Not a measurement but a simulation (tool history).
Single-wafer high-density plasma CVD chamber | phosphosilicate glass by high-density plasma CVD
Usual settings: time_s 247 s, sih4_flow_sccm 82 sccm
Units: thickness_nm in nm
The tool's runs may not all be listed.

run,day,time_s,sih4_flow_sccm,"read-back reference wafer on the same gauge, thickness_nm",thickness_nm
1,0.000,247,93,1680.560,2239.693
2,0.842,247,93,1680.860,2229.707
3,1.783,214,82,1679.209,1711.986
4,3.192,214,82,1680.841,1722.152
5,3.950,214,82,1680.596,1734.604
6,5.108,279,82,1680.173,2257.498
7,6.121,279,82,1679.841,2239.692
8,7.421,279,82,1679.230,2233.523
9,7.975,247,82,1680.490,1965.046
10,9.125,247,82,1680.388,1976.499
11,10.600,247,82,1680.581,1989.518
12,11.804,247,82,1680.658,1970.325
13,12.742,247,82,1680.257,1989.751
14,16.617,270,82,1678.881,2166.036
15,17.908,247,82,1679.086,1978.861
16,19.342,247,82,1680.870,1983.088
17,20.388,247,82,1678.767,1954.495
18,21.425,247,78,1679.998,1881.576
# day 22.296: silane flow controller replaced
19,22.800,204,74,1680.148,1574.783
20,23.546,295,70,1680.969,2167.867
21,24.979,247,82,1680.445,2100.467
22,26.012,264,66,1680.278,1835.718
23,27.042,286,88,1680.152,2608.427
24,27.929,247,93,1680.083,2360.904
25,28.971,233,91,1680.464,2182.484
# day 30.196: gauge calibrated
26,30.550,247,89,1678.931,2263.062
27,34.446,247,93,1679.325,2348.712
28,35.708,203,71,1680.704,1510.786
29,36.333,247,96,1679.801,2427.637
30,37.142,247,82,1680.076,2087.342
31,38.546,228,67,1680.188,1592.962
32,39.971,264,82,1680.318,2238.546
33,40.621,247,82,1680.025,2087.964
34,41.767,280,96,1680.776,2742.559
35,42.412,247,82,1679.663,2078.307
36,44.508,247,82,1680.659,2092.603
37,48.604,261,73,1679.902,1967.226

The same runs without the tool's hidden state, with the same run-to-run variation:
The hidden state here: delivered silane flow above the setpoint (%); gauge reads high (%).
run,thickness_nm
1,2358.267
2,2348.604
3,1804.009
4,1815.825
5,1829.553
6,2382.261
7,2364.505
8,2359.318
9,2076.218
10,2089.359
11,2104.464
12,2085.249
13,2106.664
14,2297.166
15,2099.837
16,2105.634
17,2076.218
18,1999.660
19,1573.587
20,2166.882
21,2100.744
22,1836.737
23,2610.977
24,2364.071
25,2186.346
26,2268.536
27,2358.163
28,1517.653
29,2439.299
30,2098.067
31,1602.073
32,2252.670
33,2101.701
34,2761.907
35,2093.527
36,2109.750
37,1986.705
